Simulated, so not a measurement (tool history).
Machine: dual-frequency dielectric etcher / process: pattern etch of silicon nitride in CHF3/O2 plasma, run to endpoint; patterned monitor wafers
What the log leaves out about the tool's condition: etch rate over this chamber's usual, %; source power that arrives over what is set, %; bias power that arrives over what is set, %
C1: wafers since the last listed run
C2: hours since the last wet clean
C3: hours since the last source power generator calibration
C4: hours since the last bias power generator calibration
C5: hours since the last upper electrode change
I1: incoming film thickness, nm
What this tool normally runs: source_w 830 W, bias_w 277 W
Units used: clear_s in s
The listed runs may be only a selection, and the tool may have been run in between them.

Run 1, hour 0.0: usual settings but source_w 960 W, bias_w 263 W; C1 0; C2 499.7; C3 2006.4; C4 1716.2; C5 3659.2; I1 100.6. Result: clear_s 52.5 s.
Run 2, hour 99.1: usual settings but source_w 960 W, bias_w 263 W; C1 1569; C2 598.8; C3 2105.5; C4 1815.3; C5 3758.3; I1 102.7. Result: clear_s 53.3 s.
At hour 153.9: wet clean of the chamber.
Run 3, hour 154.4: usual settings but bias_w 233 W; C1 495; C2 0.5; C3 2160.8; C4 1870.6; C5 3813.6; I1 102.5. Result: clear_s 57.4 s.
Run 4, hour 251.9: usual settings but bias_w 233 W; C1 1544; C2 98.0; C3 2258.3; C4 1968.1; C5 3911.1; I1 102.9. Result: clear_s 57.5 s.
Run 5, hour 298.5: usual settings; C1 738; C2 144.6; C3 2304.9; C4 2014.7; C5 3957.7; I1 102.5. Result: clear_s 55.0 s.
Run 6, hour 364.4: usual settings; C1 1044; C2 210.5; C3 2370.8; C4 2080.6; C5 4023.6; I1 101.1. Result: clear_s 54.9 s.
Run 7, hour 451.1: usual settings; C1 1373; C2 297.2; C3 2457.5; C4 2167.3; C5 4110.3; I1 103.0. Result: clear_s 55.7 s.
Run 8, hour 499.0: usual settings but bias_w 332 W; C1 758; C2 345.1; C3 2505.4; C4 2215.2; C5 4158.2; I1 101.6. Result: clear_s 52.7 s.
Run 9, hour 688.0: usual settings but bias_w 332 W; C1 2994; C2 534.1; C3 2694.4; C4 2404.2; C5 4347.2; I1 101.9. Result: clear_s 53.6 s.
Run 10, hour 785.2: usual settings but bias_w 332 W; C1 1539; C2 631.3; C3 2791.6; C4 2501.4; C5 4444.4; I1 101.8. Result: clear_s 54.2 s.
At hour 840.2: wet clean of the chamber.
Run 11, hour 888.5: usual settings; C1 1256; C2 48.3; C3 2894.9; C4 2604.7; C5 4547.7; I1 102.4. Result: clear_s 51.5 s.
Run 12, hour 948.9: usual settings; C1 956; C2 108.7; C3 2955.3; C4 2665.1; C5 4608.1; I1 101.8. Result: clear_s 50.9 s.
Run 13, hour 1017.5: usual settings but source_w 890 W, bias_w 220 W; C1 1086; C2 177.3; C3 3023.9; C4 2733.7; C5 4676.7; I1 101.3. Result: clear_s 51.9 s.
Run 14, hour 1066.1: usual settings but bias_w 321 W; C1 769; C2 225.9; C3 3072.5; C4 2782.3; C5 4725.3; I1 102.1. Result: clear_s 49.6 s.
At hour 1187.8: upper electrode replaced.
Run 15, hour 1188.3: usual settings but source_w 890 W, bias_w 220 W; C1 1555; C2 348.1; C3 3194.7; C4 2904.5; C5 0.5; I1 102.3. Result: clear_s 53.0 s.
At hour 1206.3: bias power generator calibrated.
At hour 1230.9: source power generator calibrated.
At hour 1270.1: wet clean of the chamber, repeated, since the last time left the tool worse.
Run 16, hour 1288.7: usual settings but bias_w 298 W; C1 1083; C2 18.6; C3 57.8; C4 82.4; C5 100.9; I1 102.0. Result: clear_s 53.9 s.
Run 17, hour 1376.6: usual settings but bias_w 227 W; C1 1392; C2 106.5; C3 145.7; C4 170.3; C5 188.8; I1 102.1. Result: clear_s 58.1 s.
Run 18, hour 1640.7: usual settings but bias_w 318 W; C1 4183; C2 370.6; C3 409.8; C4 434.4; C5 452.9; I1 102.6. Result: clear_s 54.6 s.
Run 19, hour 1721.8: usual settings but source_w 710 W; C1 1284; C2 451.7; C3 490.9; C4 515.5; C5 534.0; I1 102.1. Result: clear_s 62.6 s.
Run 20, hour 1828.8: usual settings but bias_w 258 W; C1 1695; C2 558.7; C3 597.9; C4 622.5; C5 641.0; I1 102.2. Result: clear_s 58.0 s.
At hour 1915.7: wet clean of the chamber.
Run 21, hour 1926.3: usual settings but source_w 930 W, bias_w 221 W; C1 1164; C2 10.6; C3 695.4; C4 720.0; C5 738.5; I1 102.6. Result: clear_s 55.0 s.
Run 22, hour 1969.8: usual settings; C1 689; C2 54.1; C3 738.9; C4 763.5; C5 782.0; I1 102.2. Result: clear_s 55.6 s.
Run 23, hour 2043.5: usual settings; C1 1167; C2 127.8; C3 812.6; C4 837.2; C5 855.7; I1 102.5. Result: clear_s 55.8 s.
Run 24, hour 2121.2: usual settings but source_w 700 W; C1 1230; C2 205.5; C3 890.3; C4 914.9; C5 933.4; I1 102.0. Result: clear_s 62.1 s.
Run 25, hour 2181.5: usual settings but source_w 730 W; C1 955; C2 265.8; C3 950.6; C4 975.2; C5 993.7; I1 101.3. Result: clear_s 60.4 s.

Each row is a separate what-if for the run after 25, all from the same tool condition, not one after another. Results?
Run A, hour 2181.9: usual settings; C1 6; C2 266.2; C3 951.0; C4 975.6; C5 994.1; I1 101.6. Result: clear_s ?.
Run B, hour 2181.9: usual settings but source_w 1010 W, bias_w 339 W; C1 6; C2 266.2; C3 951.0; C4 975.6; C5 994.1; I1 101.6. Result: clear_s ?.
Run C, hour 2181.9: usual settings but bias_w 308 W; C1 6; C2 266.2; C3 951.0; C4 975.6; C5 994.1; I1 101.6. Result: clear_s ?.

run  clear_s
  A     54.9
  B     46.4
  C     53.3
The same runs, with their run-to-run variation unchanged, on a tool lacking any hidden condition would have given:
run  clear_s
  A     53.8
  B     45.5
  C     52.3
